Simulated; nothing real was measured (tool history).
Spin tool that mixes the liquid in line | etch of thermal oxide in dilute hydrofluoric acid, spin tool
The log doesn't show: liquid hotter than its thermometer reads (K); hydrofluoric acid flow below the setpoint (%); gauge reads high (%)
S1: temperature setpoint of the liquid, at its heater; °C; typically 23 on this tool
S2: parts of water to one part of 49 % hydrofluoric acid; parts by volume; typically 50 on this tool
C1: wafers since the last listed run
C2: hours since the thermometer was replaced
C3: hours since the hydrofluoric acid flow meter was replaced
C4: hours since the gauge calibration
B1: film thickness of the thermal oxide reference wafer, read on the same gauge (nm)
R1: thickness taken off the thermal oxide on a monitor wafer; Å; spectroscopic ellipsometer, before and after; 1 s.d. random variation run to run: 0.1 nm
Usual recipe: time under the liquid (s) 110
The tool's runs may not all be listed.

{"run": 1, "day": 0.0, "S1": 24.5, "S2": 50, "time under the liquid (s)": 110, "C1": 0, "C2": 104.5, "C3": 955.9, "C4": 1403.5, "B1": 89.94, "R1": 119.8}
{"run": 2, "day": 1.167, "S1": 20, "S2": 50, "time under the liquid (s)": 125, "C1": 171, "C2": 132.5, "C3": 983.9, "C4": 1431.5, "B1": 90.03, "R1": 111.6}
{"run": 3, "day": 3.858, "S1": 23, "S2": 50, "time under the liquid (s)": 110, "C1": 396, "C2": 197.1, "C3": 1048.5, "C4": 1496.1, "B1": 89.99, "R1": 113.7}
{"run": 4, "day": 6.671, "S1": 23, "S2": 50, "time under the liquid (s)": 110, "C1": 413, "C2": 264.6, "C3": 1116, "C4": 1563.6, "B1": 90.02, "R1": 112.2}
{"run": 5, "day": 9.058, "S1": 23, "S2": 50, "time under the liquid (s)": 110, "C1": 351, "C2": 321.9, "C3": 1173.3, "C4": 1620.9, "B1": 89.99, "R1": 114}
{"run": 6, "day": 17.558, "S1": 23, "S2": 50, "time under the liquid (s)": 110, "C1": 1250, "C2": 525.9, "C3": 1377.3, "C4": 1824.9, "B1": 89.99, "R1": 118.1}
{"run": 7, "day": 19.412, "S1": 23, "S2": 50, "time under the liquid (s)": 110, "C1": 272, "C2": 570.4, "C3": 1421.8, "C4": 1869.4, "B1": 90.01, "R1": 117.4}
{"day": 21.2, "done": "gauge calibrated"}
{"run": 8, "day": 22.162, "S1": 23, "S2": 65, "time under the liquid (s)": 145, "C1": 404, "C2": 636.4, "C3": 1487.8, "C4": 23.1, "B1": 90.06, "R1": 116.3}
{"day": 23.267, "done": "hydrofluoric acid flow meter replaced"}
{"run": 9, "day": 24.138, "S1": 23, "S2": 65, "time under the liquid (s)": 145, "C1": 284, "C2": 683.8, "C3": 20.9, "C4": 70.5, "B1": 90, "R1": 126.4}
{"day": 24.633, "done": "thermometer replaced"}
{"run": 10, "day": 25.95, "S1": 23, "S2": 65, "time under the liquid (s)": 145, "C1": 260, "C2": 31.6, "C3": 64.4, "C4": 114, "B1": 89.97, "R1": 111.6}
{"run": 11, "day": 28.717, "S1": 23, "S2": 50, "time under the liquid (s)": 140, "C1": 407, "C2": 98, "C3": 130.8, "C4": 180.4, "B1": 90.03, "R1": 148.7}
{"run": 12, "day": 29.729, "S1": 23, "S2": 50, "time under the liquid (s)": 95, "C1": 149, "C2": 122.3, "C3": 155.1, "C4": 204.7, "B1": 90, "R1": 100.7}
{"run": 13, "day": 32.262, "S1": 23, "S2": 50, "time under the liquid (s)": 95, "C1": 372, "C2": 183.1, "C3": 215.9, "C4": 265.5, "B1": 89.97, "R1": 101.5}
{"run": 14, "day": 34.283, "S1": 23, "S2": 50, "time under the liquid (s)": 110, "C1": 297, "C2": 231.6, "C3": 264.4, "C4": 314, "B1": 89.98, "R1": 117.5}
{"run": 15, "day": 36.021, "S1": 21.5, "S2": 30, "time under the liquid (s)": 110, "C1": 255, "C2": 273.3, "C3": 306.1, "C4": 355.7, "B1": 90.01, "R1": 191.8}
{"run": 16, "day": 37.633, "S1": 27, "S2": 30, "time under the liquid (s)": 65, "C1": 237, "C2": 312, "C3": 344.8, "C4": 394.4, "B1": 90.02, "R1": 139.3}
{"run": 17, "day": 38.65, "S1": 18.5, "S2": 60, "time under the liquid (s)": 110, "C1": 149, "C2": 336.4, "C3": 369.2, "C4": 418.8, "B1": 90.01, "R1": 81.1}
{"run": 18, "day": 41.512, "S1": 25.5, "S2": 40, "time under the liquid (s)": 110, "C1": 421, "C2": 405.1, "C3": 437.9, "C4": 487.5, "B1": 90.04, "R1": 164.8}
{"run": 19, "day": 47.012, "S1": 27, "S2": 30, "time under the liquid (s)": 75, "C1": 809, "C2": 537.1, "C3": 569.9, "C4": 619.5, "B1": 89.96, "R1": 167.9}
{"run": 20, "day": 48.862, "S1": 21, "S2": 50, "time under the liquid (s)": 55, "C1": 272, "C2": 581.5, "C3": 614.3, "C4": 663.9, "B1": 90.01, "R1": 56.4}

Estimate the outcome of run 21 from the log above:
{"run": 21, "day": 50.096, "S1": 23, "S2": 50, "time under the liquid (s)": 90, "C1": 181, "C2": 611.1, "C3": 643.9, "C4": 693.5, "B1": "?", "R1": "?"}

B1: 90.02
R1: 99.3 Å
Were there no unlogged condition in the tool, this run, its random variation unchanged, would have produced R1 92.9 Å.
